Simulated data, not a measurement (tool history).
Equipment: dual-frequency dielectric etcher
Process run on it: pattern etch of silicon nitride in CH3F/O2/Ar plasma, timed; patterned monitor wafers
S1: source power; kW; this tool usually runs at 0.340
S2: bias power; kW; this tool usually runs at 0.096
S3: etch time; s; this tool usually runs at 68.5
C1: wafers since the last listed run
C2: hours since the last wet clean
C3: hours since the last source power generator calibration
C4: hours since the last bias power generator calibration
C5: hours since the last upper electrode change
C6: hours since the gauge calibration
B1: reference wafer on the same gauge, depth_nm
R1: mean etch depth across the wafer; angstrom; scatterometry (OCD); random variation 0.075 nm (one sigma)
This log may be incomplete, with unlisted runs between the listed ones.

run   hour     S1     S2    S3   C1     C2      C3      C4      C5     C6     B1     R1
  1    0.0  0.340  0.096  68.5    0  231.9  1339.2  2074.9  4674.2   39.0  49.09  503.1
  2   15.5  0.340  0.096  68.5  167  247.4  1354.7  2090.4  4689.7   54.5  49.09  503.6
  3   44.2  0.340  0.096  68.5  309  276.1  1383.4  2119.1  4718.4   83.2  49.09  505.3
  4   67.5  0.340  0.096  68.5  251  299.4  1406.7  2142.4  4741.7  106.5  49.10  503.7
  5   87.6  0.340  0.096  68.5  217  319.5  1426.8  2162.5  4761.8  126.6  49.10  503.6
  6  100.5  0.340  0.096  68.5  139  332.4  1439.7  2175.4  4774.7  139.5  49.09  503.5
  7  122.5  0.340  0.096  68.5  237  354.4  1461.7  2197.4  4796.7  161.5  49.12  503.7
     159.8  -- upper electrode replaced
  8  160.3  0.340  0.096  68.5  149  392.2  1499.5  2235.2     0.5  199.3  49.11  504.5
     164.4  -- bias power generator calibrated
  9  172.2  0.340  0.096  68.5   85  404.1  1511.4     7.8    12.4  211.2  49.10  505.1
 10  185.3  0.380  0.073  81.5  141  417.2  1524.5    20.9    25.5  224.3  49.09  575.6
 11  204.8  0.340  0.076  58.5  210  436.7  1544.0    40.4    45.0  243.8  49.11  401.9
     216.6  -- source power generator calibrated
     218.4  -- gauge calibrated
     251.5  -- wet clean of the chamber
 12  252.0  0.340  0.096  83.0  207    0.5    35.4    87.6    92.2   33.6  49.10  606.5
 13  260.4  0.340  0.096  68.5   90    8.9    43.8    96.0   100.6   42.0  49.10  500.2
 14  294.3  0.340  0.096  77.5  366   42.8    77.7   129.9   134.5   75.9  49.11  568.3
 15  311.6  0.300  0.110  49.0  186   60.1    95.0   147.2   151.8   93.2  49.09  359.1
 16  328.7  0.340  0.096  68.5  184   77.2   112.1   164.3   168.9  110.3  49.10  501.2

Consider 3 possible next runs. They are alternatives, not a sequence: every one starts from the tool as it was left by run 16. What does each give?
  A  329.1  0.370  0.096  68.5   4  77.6  112.5  164.7  169.3  110.7   ?   ?
  B  329.1  0.390  0.089  54.0   4  77.6  112.5  164.7  169.3  110.7   ?   ?
  C  329.1  0.310  0.096  59.5   4  77.6  112.5  164.7  169.3  110.7   ?   ?

run     B1     R1
  A  49.09  517.0
  B  49.09  405.7
  C  49.09  419.9
Without the tool's hidden state the same runs would have given:
run     R1
  A  514.4
  B  403.7
  C  417.7

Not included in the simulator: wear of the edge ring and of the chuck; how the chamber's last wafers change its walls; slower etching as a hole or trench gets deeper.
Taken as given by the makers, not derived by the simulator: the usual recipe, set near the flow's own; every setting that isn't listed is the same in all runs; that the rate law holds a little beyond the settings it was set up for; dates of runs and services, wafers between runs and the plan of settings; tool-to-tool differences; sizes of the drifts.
